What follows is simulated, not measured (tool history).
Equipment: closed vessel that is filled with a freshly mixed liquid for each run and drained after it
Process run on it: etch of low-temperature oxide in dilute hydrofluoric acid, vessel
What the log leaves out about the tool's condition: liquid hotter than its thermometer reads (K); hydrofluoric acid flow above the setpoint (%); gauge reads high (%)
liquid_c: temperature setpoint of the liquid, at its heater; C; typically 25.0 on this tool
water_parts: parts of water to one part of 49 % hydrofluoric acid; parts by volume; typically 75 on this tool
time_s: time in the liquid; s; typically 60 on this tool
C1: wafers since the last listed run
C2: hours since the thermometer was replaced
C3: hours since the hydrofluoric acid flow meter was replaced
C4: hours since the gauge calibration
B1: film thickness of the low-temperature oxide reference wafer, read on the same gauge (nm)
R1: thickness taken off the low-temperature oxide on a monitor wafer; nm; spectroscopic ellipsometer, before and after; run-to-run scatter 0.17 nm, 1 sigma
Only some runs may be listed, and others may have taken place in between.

{"run": 1, "day": 0.0, "liquid_c": 25.0, "water_parts": 75, "time_s": 45, "C1": 0, "C2": 1036.9, "C3": 932.3, "C4": 340.7, "B1": 90.01, "R1": 17.58}
{"run": 2, "day": 1.85, "liquid_c": 25.0, "water_parts": 75, "time_s": 45, "C1": 5488, "C2": 1081.3, "C3": 976.7, "C4": 385.1, "B1": 89.99, "R1": 17.71}
{"run": 3, "day": 3.538, "liquid_c": 28.5, "water_parts": 75, "time_s": 60, "C1": 5006, "C2": 1121.8, "C3": 1017.2, "C4": 425.6, "B1": 90.0, "R1": 26.98}
{"run": 4, "day": 5.65, "liquid_c": 25.0, "water_parts": 100, "time_s": 85, "C1": 6267, "C2": 1172.5, "C3": 1067.9, "C4": 476.3, "B1": 90.0, "R1": 24.42}
{"run": 5, "day": 7.321, "liquid_c": 25.0, "water_parts": 75, "time_s": 60, "C1": 4956, "C2": 1212.6, "C3": 1108.0, "C4": 516.4, "B1": 89.99, "R1": 23.52}
{"run": 6, "day": 9.629, "liquid_c": 25.0, "water_parts": 75, "time_s": 60, "C1": 6847, "C2": 1268.0, "C3": 1163.4, "C4": 571.8, "B1": 89.97, "R1": 24.07}
{"run": 7, "day": 12.321, "liquid_c": 25.0, "water_parts": 75, "time_s": 35, "C1": 7985, "C2": 1332.6, "C3": 1228.0, "C4": 636.4, "B1": 89.98, "R1": 14.06}
{"run": 8, "day": 14.871, "liquid_c": 25.0, "water_parts": 75, "time_s": 35, "C1": 7564, "C2": 1393.8, "C3": 1289.2, "C4": 697.6, "B1": 89.98, "R1": 14.08}
{"run": 9, "day": 17.65, "liquid_c": 25.0, "water_parts": 105, "time_s": 60, "C1": 8244, "C2": 1460.5, "C3": 1355.9, "C4": 764.3, "B1": 90.01, "R1": 16.67}
{"run": 10, "day": 19.729, "liquid_c": 25.0, "water_parts": 105, "time_s": 60, "C1": 6168, "C2": 1510.4, "C3": 1405.8, "C4": 814.2, "B1": 89.99, "R1": 16.68}
{"run": 11, "day": 22.467, "liquid_c": 25.0, "water_parts": 105, "time_s": 60, "C1": 8121, "C2": 1576.1, "C3": 1471.5, "C4": 879.9, "B1": 89.99, "R1": 16.94}
{"day": 23.821, "done": "thermometer replaced"}
{"run": 12, "day": 25.446, "liquid_c": 25.0, "water_parts": 75, "time_s": 60, "C1": 8714, "C2": 39.0, "C3": 1543.0, "C4": 951.4, "B1": 90.01, "R1": 23.04}
{"run": 13, "day": 27.25, "liquid_c": 27.0, "water_parts": 95, "time_s": 75, "C1": 5352, "C2": 82.3, "C3": 1586.3, "C4": 994.7, "B1": 90.02, "R1": 24.45}
{"run": 14, "day": 29.742, "liquid_c": 25.0, "water_parts": 60, "time_s": 60, "C1": 7391, "C2": 142.1, "C3": 1646.1, "C4": 1054.5, "B1": 90.01, "R1": 29.56}
{"run": 15, "day": 31.704, "liquid_c": 27.5, "water_parts": 55, "time_s": 60, "C1": 5822, "C2": 189.2, "C3": 1693.2, "C4": 1101.6, "B1": 90.02, "R1": 36.21}
{"day": 32.738, "done": "hydrofluoric acid flow meter replaced"}
{"run": 16, "day": 33.542, "liquid_c": 25.0, "water_parts": 75, "time_s": 60, "C1": 5327, "C2": 233.3, "C3": 19.3, "C4": 1145.7, "B1": 89.97, "R1": 20.81}
{"run": 17, "day": 35.296, "liquid_c": 27.5, "water_parts": 75, "time_s": 60, "C1": 5203, "C2": 275.4, "C3": 61.4, "C4": 1187.8, "B1": 89.97, "R1": 23.49}
{"run": 18, "day": 36.975, "liquid_c": 25.0, "water_parts": 85, "time_s": 95, "C1": 4981, "C2": 315.7, "C3": 101.7, "C4": 1228.1, "B1": 90.02, "R1": 29.48}
{"run": 19, "day": 39.008, "liquid_c": 29.5, "water_parts": 75, "time_s": 40, "C1": 6032, "C2": 364.5, "C3": 150.5, "C4": 1276.9, "B1": 90.0, "R1": 17.1}
{"day": 39.771, "done": "gauge calibrated"}
{"run": 20, "day": 41.204, "liquid_c": 26.5, "water_parts": 110, "time_s": 60, "C1": 6514, "C2": 417.2, "C3": 203.2, "C4": 34.4, "B1": 90.0, "R1": 14.76}
{"run": 21, "day": 43.338, "liquid_c": 25.0, "water_parts": 75, "time_s": 60, "C1": 6328, "C2": 468.4, "C3": 254.4, "C4": 85.6, "B1": 90.01, "R1": 22.06}
{"run": 22, "day": 46.05, "liquid_c": 23.5, "water_parts": 95, "time_s": 80, "C1": 8046, "C2": 533.5, "C3": 319.5, "C4": 150.7, "B1": 90.02, "R1": 21.29}
{"run": 23, "day": 47.512, "liquid_c": 23.5, "water_parts": 95, "time_s": 80, "C1": 4338, "C2": 568.6, "C3": 354.6, "C4": 185.8, "B1": 89.99, "R1": 21.31}
{"run": 24, "day": 49.242, "liquid_c": 25.0, "water_parts": 100, "time_s": 30, "C1": 5129, "C2": 610.1, "C3": 396.1, "C4": 227.3, "B1": 90.0, "R1": 7.84}
{"run": 25, "day": 51.167, "liquid_c": 22.5, "water_parts": 40, "time_s": 35, "C1": 5710, "C2": 656.3, "C3": 442.3, "C4": 273.5, "B1": 89.99, "R1": 22.61}

Below are 4 alternative next runs, each starting from the tool's condition after run 25. Predict each:
{"run": "A", "day": 51.196, "liquid_c": 22.0, "water_parts": 75, "time_s": 60, "C1": 86, "C2": 657.0, "C3": 443.0, "C4": 274.2, "B1": "?", "R1": "?"}
{"run": "B", "day": 51.196, "liquid_c": 28.0, "water_parts": 100, "time_s": 90, "C1": 86, "C2": 657.0, "C3": 443.0, "C4": 274.2, "B1": "?", "R1": "?"}
{"run": "C", "day": 51.196, "liquid_c": 25.0, "water_parts": 35, "time_s": 30, "C1": 86, "C2": 657.0, "C3": 443.0, "C4": 274.2, "B1": "?", "R1": "?"}
{"run": "D", "day": 51.196, "liquid_c": 26.5, "water_parts": 95, "time_s": 85, "C1": 86, "C2": 657.0, "C3": 443.0, "C4": 274.2, "B1": "?", "R1": "?"}

run=A B1=90.00 R1=19.55
run=B B1=90.00 R1=27.00
run=C B1=90.00 R1=24.93
run=D B1=90.00 R1=25.50
Had the tool no hidden state, the same runs would have come out as:
run=A R1=18.54
run=B R1=25.63
run=C R1=23.68
run=D R1=24.21
